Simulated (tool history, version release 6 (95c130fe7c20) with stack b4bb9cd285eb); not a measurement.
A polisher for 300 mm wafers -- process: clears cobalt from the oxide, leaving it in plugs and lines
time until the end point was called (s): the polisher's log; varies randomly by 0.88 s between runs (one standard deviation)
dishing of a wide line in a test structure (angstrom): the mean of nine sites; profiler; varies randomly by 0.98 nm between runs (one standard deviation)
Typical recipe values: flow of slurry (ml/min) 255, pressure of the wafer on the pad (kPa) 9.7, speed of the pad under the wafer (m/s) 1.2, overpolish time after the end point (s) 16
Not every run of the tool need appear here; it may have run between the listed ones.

run	hour	flow of slurry (ml/min)	pressure of the wafer on the pad (kPa)	speed of the pad under the wafer (m/s)	overpolish time after the end point (s)	wafers since the last listed run	wafers polished on this pad	hours since the slurry nozzle was cleaned	hours since the head pressure was calibrated	incoming thickness of the incoming film, nm	time until the end point was called (s)	dishing of a wide line in a test structure (angstrom)
1	0	255	9.7	1.2	16	0	5122	412.6	192.9	323.1	76	392
2	63.2	255	9.7	1.2	16	659	5781	475.8	256.1	326.5	76.1	392
3	160.4	255	9.7	1.2	16	1014	6795	573	353.3	330.7	77.9	390
4	228.5	255	9.7	1.2	16	710	7506	641.1	421.4	332.1	77.8	391
# hour 306.6: slurry nozzle cleaned
5	324.3	255	9.7	1.2	16	989	8495	17.7	517.2	324.2	76.5	391
# hour 346.2: worn pad replaced by a new one
6	363.3	255	9.7	1.5	16	365	177	56.7	556.2	326.4	64.4	442
7	440.9	255	9.7	1.2	16	809	987	134.3	633.8	324.9	76.5	410
8	643.4	255	9.7	1.2	16	2113	3100	336.8	836.3	329	76.7	401
9	719.7	255	9.7	1.2	16	796	3897	413.1	912.6	328.6	78.6	415
# hour 743.8: head pressure recalibrated
10	805.6	255	9.7	1.2	16	875	4772	499	61.8	327.4	75.4	407
11	902.3	255	9.7	1.2	16	1009	5781	595.7	158.5	328.8	77.1	402
12	960.5	255	9.7	1.2	16	607	6389	653.9	216.7	331.2	77.6	392
13	1059.8	255	9.7	1.2	16	1036	7425	753.2	316	332.8	79.9	411
# hour 1162.7: worn pad replaced by a new one
14	1163.2	230	8.3	1.2	9	1037	5	856.6	419.4	329.3	89.8	239
15	1202	255	9.7	1.2	16	404	410	895.4	458.2	329.8	78.3	410
# hour 1206.8: slurry nozzle cleaned
16	1244	295	9.7	1.2	16	427	838	37.2	500.2	326.8	76.4	397
17	1338.8	255	9.7	1.2	7	989	1827	132	595	335.9	79.1	215
18	1429	255	11.7	1.2	25	941	2768	222.2	685.2	331.6	64.4	571
19	1479.4	180	9.7	1.2	16	525	3294	272.6	735.6	330.3	80.2	393
# hour 1527.2: head pressure recalibrated
20	1555.3	255	9.7	1.4	16	771	4066	348.5	28.1	331.2	67.9	461
21	1656.4	255	9.7	1.2	16	1055	5121	449.6	129.2	327.6	76.9	413
# hour 1808.8: worn pad replaced by a new one
22	1940.1	190	11	0.98	26	2918	1370	733.3	412.9	333.4	82.8	524
# hour 2059.7: slurry nozzle cleaned
23	2071.3	255	12.4	0.9	9	1358	2729	11.6	544.1	331.4	75.2	267
24	2119.9	255	9.7	1.2	16	507	3236	60.2	592.7	325.6	75.1	401
25	2161.1	300	13.1	1.34	7	429	3666	101.4	633.9	330.4	51.3	298
26	2264.7	255	11	1.2	16	1081	4747	205	737.5	333.4	68.2	441
27	2317.8	255	9.7	1.2	16	554	5301	258.1	790.6	330.6	78.2	417
28	2380	255	9.7	1.2	16	649	5950	320.3	852.8	332.4	78.4	401
# hour 2388.6: head pressure recalibrated
29	2425.2	315	9.7	1.2	16	450	6401	365.5	36.6	333	76.2	412
30	2484.3	255	9.7	0.96	22	616	7018	424.6	95.7	334.4	92.2	467
31	2578.4	255	9.7	1.5	16	981	8000	518.7	189.8	327.1	64.5	464
# hour 2611.9: worn pad replaced by a new one
32	2671.9	255	9.7	1.2	16	933	625	612.2	283.3	332.4	78.5	404
33	2722.5	175	9.7	1.2	11	528	1153	662.8	333.9	329.4	80.9	296
34	2806.9	255	9.7	1.2	16	880	2034	747.2	418.3	330.7	76.7	390
35	2891	255	9.7	1.2	16	877	2912	831.3	502.4	331.2	79	415

3 ways to go on from here, each from the tool as it stands after run 35. What would each give?
A	2891.5	190	9.7	1.2	16	5	2917	831.8	502.9	326.8	?	?
B	2891.5	205	11	1.4	25	5	2917	831.8	502.9	326.8	?	?
C	2891.5	295	6.2	0.88	16	5	2917	831.8	502.9	326.8	?	?

run	time until the end point was called (s)	dishing of a wide line in a test structure (angstrom)
A	80.8	376
B	61.8	559
C	150	237
With the hidden condition removed and each run's random variation left untouched, the same runs would have given:
run	time until the end point was called (s)	dishing of a wide line in a test structure (angstrom)
A	80.8	376
B	61.8	559
C	150	237
